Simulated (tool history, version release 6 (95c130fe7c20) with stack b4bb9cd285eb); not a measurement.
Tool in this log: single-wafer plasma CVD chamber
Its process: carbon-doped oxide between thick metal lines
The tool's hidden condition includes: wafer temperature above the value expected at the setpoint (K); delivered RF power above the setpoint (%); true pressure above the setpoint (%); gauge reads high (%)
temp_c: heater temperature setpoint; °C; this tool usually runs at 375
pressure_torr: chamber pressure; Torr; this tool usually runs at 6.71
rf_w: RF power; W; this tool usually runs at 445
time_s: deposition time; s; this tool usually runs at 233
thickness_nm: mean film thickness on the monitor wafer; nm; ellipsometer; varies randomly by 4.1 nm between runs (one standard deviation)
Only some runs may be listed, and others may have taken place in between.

run     day  temp_c  pressure_torr  rf_w  time_s  wafers since the last listed run  hours since the last thermocouple change  hours since the last RF generator calibration  hours since the last manometer calibration  hours since the showerhead was replaced  hours since the gauge calibration  read-back reference wafer on the same gauge, thickness_nm  thickness_nm
  1   0.000     375           6.71   445     233                                 0                                     433.6                                         1077.2                                       272.1                                    218.7                             3765.0                                                   1069.801      1005.357
  2   4.304     375           6.71   445     233                               831                                     536.9                                         1180.5                                       375.4                                    322.0                             3868.3                                                   1069.148      1012.229
  3   6.867     375           6.71   445     233                               494                                     598.4                                         1242.0                                       436.9                                    383.5                             3929.8                                                   1070.004      1004.461
      7.500  -- gauge calibrated
  4   8.825     375           6.71   445     233                               378                                     645.4                                         1289.0                                       483.9                                    430.5                               31.8                                                   1070.534      1003.556
  5  10.862     375           6.71   445     233                               393                                     694.3                                         1337.9                                       532.8                                    479.4                               80.7                                                   1070.360      1003.652
  6  12.438     375           6.71   445     201                               304                                     732.1                                         1375.7                                       570.6                                    517.2                              118.5                                                   1069.858       865.548
  7  14.867     375           6.71   445     233                               469                                     790.4                                         1434.0                                       628.9                                    575.5                              176.8                                                   1070.411      1000.208
  8  16.679     387           6.06   410     233                               350                                     833.9                                         1477.5                                       672.4                                    619.0                              220.3                                                   1070.092       904.681
  9  18.375     375           6.71   445     233                               327                                     874.6                                         1518.2                                       713.1                                    659.7                              261.0                                                   1069.654      1000.657
     18.721  -- thermocouple changed; heater temperature recalibrated
 10  21.271     383           7.30   385     255                               494                                      61.2                                         1587.7                                       782.6                                    729.2                              330.5                                                   1069.244       966.646
 11  24.075     375           6.71   445     233                               541                                     128.5                                         1655.0                                       849.9                                    796.5                              397.8                                                   1070.691      1000.235
 12  25.900     375           6.71   445     233                               352                                     172.3                                         1698.8                                       893.7                                    840.3                              441.6                                                   1069.986       996.146
 13  27.646     375           5.83   445     208                               337                                     214.2                                         1740.7                                       935.6                                    882.2                              483.5                                                   1069.983       882.406
     32.000  -- RF generator calibrated
 14  32.021     375           6.17   445     203                               780                                     319.2                                            0.5                                      1040.6                                    987.2                              588.5                                                   1069.523       879.834
 15  35.438     375           6.71   445     202                               659                                     401.2                                           82.5                                      1122.6                                   1069.2                              670.5                                                   1070.805       880.982
 16  37.225     389           6.71   495     274                               345                                     444.1                                          125.4                                      1165.5                                   1112.1                              713.4                                                   1070.170      1254.354
     38.350  -- capacitance manometer re-zeroed and calibrated
 17  40.279     386           6.01   360     233                               525                                     517.4                                          198.7                                        46.3                                   1185.4                              786.7                                                   1070.242       826.512
 18  43.083     375           8.07   490     218                               541                                     584.7                                          266.0                                       113.6                                   1252.7                              854.0                                                   1069.232      1035.859
 19  45.325     375           6.71   445     233                               432                                     638.5                                          319.8                                       167.4                                   1306.5                              907.8                                                   1069.829      1020.325
 20  48.996     375           6.71   445     233                               708                                     726.6                                          407.9                                       255.5                                   1394.6                              995.9                                                   1069.831      1015.290
     53.062  -- thermocouple changed; heater temperature recalibrated
 21  53.467     390           6.02   445     233                               799                                       9.7                                          515.2                                       362.8                                   1501.9                             1103.2                                                   1070.767       973.883
 22  57.112     375           6.71   445     233                               704                                      97.2                                          602.7                                       450.3                                   1589.4                             1190.7                                                   1070.520      1010.092
 23  66.525     375           5.38   445     276                              1817                                     323.1                                          828.6                                       676.2                                   1815.3                             1416.6                                                   1069.735      1172.447
 24  70.692     375           8.32   445     258                               804                                     423.1                                          928.6                                       776.2                                   1915.3                             1516.6                                                   1069.334      1119.480
 25  74.196     375           6.71   410     233                               676                                     507.2                                         1012.7                                       860.3                                   1999.4                             1600.7                                                   1069.621       945.426
 26  78.333     390           6.71   445     233                               799                                     606.5                                         1112.0                                       959.6                                   2098.7                             1700.0                                                   1070.070       974.775
 27  80.667     375           6.71   415     266                               450                                     662.5                                         1168.0                                      1015.6                                   2154.7                             1756.0                                                   1069.430      1076.819
 28  84.862     362           6.01   445     204                               810                                     763.2                                         1268.7                                      1116.3                                   2255.4                             1856.7                                                   1070.293       907.702
 29  87.217     375           5.40   505     260                               454                                     819.7                                         1325.2                                      1172.8                                   2311.9                             1913.2                                                   1069.686      1207.517

Forecast each of these 3 alternatives for the next run:
  A  87.238     375           6.71   445     233                                 4                                     820.2                                         1325.7                                      1173.3                                   2312.4                             1913.7                                                          ?             ?
  B  87.238     375           5.70   445     274                                 4                                     820.2                                         1325.7                                      1173.3                                   2312.4                             1913.7                                                          ?             ?
  C  87.238     368           6.71   360     207                                 4                                     820.2                                         1325.7                                      1173.3                                   2312.4                             1913.7                                                          ?             ?

run  read-back reference wafer on the same gauge, thickness_nm  thickness_nm
  A                                                   1069.781       998.264
  B                                                   1069.781      1157.300
  C                                                   1069.781       753.535
Without the tool's unlogged condition, the same runs would have read:
run  thickness_nm
  A      1018.138
  B      1180.340
  C       769.201
